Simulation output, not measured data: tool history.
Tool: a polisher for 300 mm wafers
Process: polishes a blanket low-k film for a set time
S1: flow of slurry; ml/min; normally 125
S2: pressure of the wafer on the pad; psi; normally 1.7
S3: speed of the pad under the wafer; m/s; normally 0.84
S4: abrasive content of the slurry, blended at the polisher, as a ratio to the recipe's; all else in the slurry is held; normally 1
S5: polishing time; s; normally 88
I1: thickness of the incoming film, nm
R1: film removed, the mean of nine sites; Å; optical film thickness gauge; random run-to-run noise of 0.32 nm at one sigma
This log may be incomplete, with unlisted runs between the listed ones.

run   hour   S1   S2    S3    S4   S5     I1   R1
  1      0  125  1.7  0.84     1   88  536.5  234
  2   11.1  125  1.7  0.84     1   88  543.4  238
  3   47.8  125  1.7  0.84     1   88  539.6  238
  4   62.5  125  1.7  0.84     1   88  537.5  235
  5   71.1  125  1.7  0.84     1   64  538.9  164
      77.2  -- worn pad replaced by a new one
  6     85  125  1.7  0.84     1   64  540.5  166
  7   98.9  125  1.7  0.84     1   88  544.9  224
  8  113.7  125  1.7  0.84     1   88  528.8  230
  9  126.7  125  1.7  0.84   0.8   88  537.2  198
     140.2  -- slurry blender recalibrated
 10  144.6  125  1.7  0.84   0.8   88    531  198
 11  154.7  125  1.7  0.84   0.8   88  543.4  196
     161.9  -- conditioning disc replaced and pad reconditioned
 12  167.6  170  1.7  0.84   1.2   88  544.9  292
     189.5  -- head pressure recalibrated
     193.8  -- slurry nozzle cleaned
 13  194.3  125  1.5  1.06     1   98  544.1  289
     205.3  -- worn pad replaced by a new one
 14  205.8  125  1.7  0.84     1   88  540.8  250
 15  218.5  125  1.7  0.84     1  105  542.2  298
 16  228.4  105  1.7   1.1     1   88  545.3  285
 17  237.5  160  1.2  0.68     1   70  546.7  123
 18  247.7  125  1.7  0.84     1   88  533.4  246
 19    281   85    2     1     1   78  536.4  258
 20  296.3  100  1.7  0.84  1.25   88  541.1  258
 21  306.5  125  1.1  0.68  1.25   88  533.6  151
 22  318.7  165  2.3  0.64     1   73  544.2  232

Here are 4 independent what-if runs from the current tool condition. What would each one return?
  A  319.1  125  1.7  0.84   1  88  543.8   ?
  B  319.1  125  1.1  1.02   1  88  543.8   ?
  C  319.1  110  1.7  0.84   1  69  543.8   ?
  D  319.1   90  1.4  0.84   1  88  543.8   ?

run   R1
  A  249
  B  189
  C  189
  D  189
Had the tool no hidden state, the same runs would have come out as:
run   R1
  A  259
  B  195
  C  197
  D  196
